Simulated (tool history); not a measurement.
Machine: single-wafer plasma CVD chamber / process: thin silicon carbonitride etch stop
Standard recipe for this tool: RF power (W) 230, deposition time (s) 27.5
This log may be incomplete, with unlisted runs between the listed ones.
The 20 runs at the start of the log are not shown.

run    hour  RF power (W)  deposition time (s)  wafers since the last listed run  hours since the last thermocouple change  hours since the last RF generator calibration  hours since the showerhead was replaced  hours since the gauge calibration  read-back reference wafer on the same gauge, thickness_nm  mean film thickness on the monitor wafer (Å)
     1478.6  -- thermocouple changed; heater temperature recalibrated
 21  1479.1           245                 30.2                              1042                                       0.5                                          690.1                                    877.7                              617.5                                                     14.798                                        171.88
 22  1546.3           230                 27.5                              1465                                      67.7                                          757.3                                    944.9                              684.7                                                     14.797                                        153.09
 23  1646.4           210                 30.5                              2183                                     167.8                                          857.4                                   1045.0                              784.8                                                     14.804                                        164.96
 24  1706.9           230                 27.5                              1319                                     228.3                                          917.9                                   1105.5                              845.3                                                     14.794                                        152.89
 25  1785.3           245                 27.5                              1710                                     306.7                                          996.3                                   1183.9                              923.7                                                     14.807                                        155.65
 26  1884.2           230                 27.5                              2157                                     405.6                                         1095.2                                   1282.8                             1022.6                                                     14.799                                        153.08
 27  1939.1           215                 30.3                              1197                                     460.5                                         1150.1                                   1337.7                             1077.5                                                     14.802                                        164.64
 28  2004.1           185                 24.2                              1417                                     525.5                                         1215.1                                   1402.7                             1142.5                                                     14.795                                        125.07
 29  2111.2           230                 30.0                              2336                                     632.6                                         1322.2                                   1509.8                             1249.6                                                     14.794                                        166.99
 30  2200.0           270                 22.4                              1937                                     721.4                                         1411.0                                   1598.6                             1338.4                                                     14.810                                        131.05
 31  2288.0           230                 27.5                              1919                                     809.4                                         1499.0                                   1686.6                             1426.4                                                     14.804                                        152.50
 32  2335.3           260                 30.7                              1031                                     856.7                                         1546.3                                   1733.9                             1473.7                                                     14.804                                        177.38
 33  2400.7           230                 27.5                              1426                                     922.1                                         1611.7                                   1799.3                             1539.1                                                     14.803                                        152.43
 34  2498.8           240                 31.6                              2139                                    1020.2                                         1709.8                                   1897.4                             1637.2                                                     14.802                                        177.17
 35  2595.8           215                 29.1                              2115                                    1117.2                                         1806.8                                   1994.4                             1734.2                                                     14.806                                        157.48

Each row is a separate what-if for the run after 35, all from the same tool condition, not one after another. Results?
  A  2596.2           230                 30.2                                 8                                    1117.6                                         1807.2                                   1994.8                             1734.6                                                          ?                                             ?
  B  2596.2           260                 31.4                                 8                                    1117.6                                         1807.2                                   1994.8                             1734.6                                                          ?                                             ?
  C  2596.2           275                 26.0                                 8                                    1117.6                                         1807.2                                   1994.8                             1734.6                                                          ?                                             ?
  D  2596.2           270                 31.9                                 8                                    1117.6                                         1807.2                                   1994.8                             1734.6                                                          ?                                             ?

run  read-back reference wafer on the same gauge, thickness_nm  mean film thickness on the monitor wafer (Å)
  A                                                     14.800                                        167.28
  B                                                     14.800                                        180.86
  C                                                     14.800                                        152.44
  D                                                     14.800                                        185.95
Without the tool's unlogged condition, the same runs would have read:
run  mean film thickness on the monitor wafer (Å)
  A                                        168.49
  B                                        182.17
  C                                        153.55
  D                                        187.30
